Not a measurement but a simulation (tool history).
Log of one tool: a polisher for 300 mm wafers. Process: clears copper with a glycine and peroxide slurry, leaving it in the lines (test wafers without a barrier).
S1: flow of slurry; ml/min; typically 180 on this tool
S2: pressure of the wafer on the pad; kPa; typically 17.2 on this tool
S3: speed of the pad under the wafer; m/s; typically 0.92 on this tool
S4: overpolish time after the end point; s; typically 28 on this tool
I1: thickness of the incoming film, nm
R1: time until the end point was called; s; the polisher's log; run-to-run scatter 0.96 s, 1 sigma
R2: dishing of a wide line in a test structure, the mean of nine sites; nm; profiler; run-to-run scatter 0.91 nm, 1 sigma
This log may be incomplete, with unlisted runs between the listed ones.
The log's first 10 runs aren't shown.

run   hour   S1    S2    S3  S4     I1     R1    R2
 11  239.1  180  17.2  0.92  37  393.2  103.3  65.4
 12    262  180  17.2  0.92  37  393.5  102.4  65.7
 13  276.3  180  17.2  0.92  37  390.1  103.4  67.4
 14  296.2  180  17.2  0.92  28  392.2    104  54.2
 15  314.5  180  17.2  0.92  28  391.8  103.8  54.2
     318.9  -- slurry nozzle cleaned
 16  340.8  180  17.2  0.92  28  394.4  106.5  54.9
 17  364.1  215  14.5  0.92  28  400.8  120.9  50.4
     387.1  -- worn pad replaced by a new one
 18  398.2  180  17.2  0.92  28  400.6  102.1  57.2
 19  458.1  135  21.4  0.92  22  391.8   90.5    52

Forecast run 20:
 20  483.5  225  13.8  1.06  28  397.5   ?   ?

R1: 102.5 s
R2: 54.7 nm
The same run, on a tool lacking any hidden state, would have yielded R1 104.6 s, R2 53.8 nm.

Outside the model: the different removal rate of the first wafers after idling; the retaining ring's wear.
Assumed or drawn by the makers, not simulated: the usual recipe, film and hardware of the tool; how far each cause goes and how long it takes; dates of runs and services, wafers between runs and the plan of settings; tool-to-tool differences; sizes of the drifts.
